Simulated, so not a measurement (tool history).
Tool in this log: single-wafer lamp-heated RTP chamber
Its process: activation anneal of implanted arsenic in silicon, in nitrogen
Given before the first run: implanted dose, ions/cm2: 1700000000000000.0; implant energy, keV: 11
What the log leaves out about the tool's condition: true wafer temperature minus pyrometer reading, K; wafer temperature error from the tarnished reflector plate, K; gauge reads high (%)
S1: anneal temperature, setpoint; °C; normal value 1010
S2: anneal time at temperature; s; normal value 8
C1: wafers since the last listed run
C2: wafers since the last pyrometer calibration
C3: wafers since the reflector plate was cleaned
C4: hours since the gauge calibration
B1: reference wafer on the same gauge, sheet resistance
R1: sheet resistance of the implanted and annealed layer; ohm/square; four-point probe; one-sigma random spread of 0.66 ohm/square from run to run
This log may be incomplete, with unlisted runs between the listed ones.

run,hour,S1,S2,C1,C2,C3,C4,B1,R1
1,0,1010,8,0,1087,409,747.8,148.02,145.53
2,87.4,1021,12,1350,2437,1760,835.2,148.02,126.91
3,171.7,1010,8,1302,3740,3063,919.5,148.07,146.76
# hour 190.9: gauge calibrated
4,227.4,1010,8,860,4601,3923,36.5,148.11,147.76
5,302.3,1010,8,1157,5758,5081,111.4,148.15,146.03
# hour 360.5: pyrometer window cleaned and pyrometer calibrated
6,409.7,1010,8,1535,760,6617,218.8,148.04,145.62
7,531,1010,6,1874,2635,8491,340.1,148.13,152.13
8,587.4,1010,6,871,3506,9363,396.5,147.93,150.47
9,680.4,1010,6,1437,4943,10800,489.5,148.13,148.88
10,756.4,1010,8,1174,6118,11974,565.5,147.85,141.03
# hour 808.9: reflector plate cleaned
11,830,1010,8,1013,7131,325,639.1,148.03,147.12
# hour 843.6: pyrometer window cleaned and pyrometer calibrated
12,876.9,984,7,601,515,926,686,148.07,168.77
13,943.9,993,11,1035,1550,1961,753,147.99,151.75

Estimate the outcome of run 14 from the log above:
14,1027.8,999,10,1296,2847,3258,836.9,?,?

{"run 14": {"B1": 147.98, "R1": 150.01}}
The same run, on a tool lacking any hidden state, would have yielded R1 150.52 ohm/square.

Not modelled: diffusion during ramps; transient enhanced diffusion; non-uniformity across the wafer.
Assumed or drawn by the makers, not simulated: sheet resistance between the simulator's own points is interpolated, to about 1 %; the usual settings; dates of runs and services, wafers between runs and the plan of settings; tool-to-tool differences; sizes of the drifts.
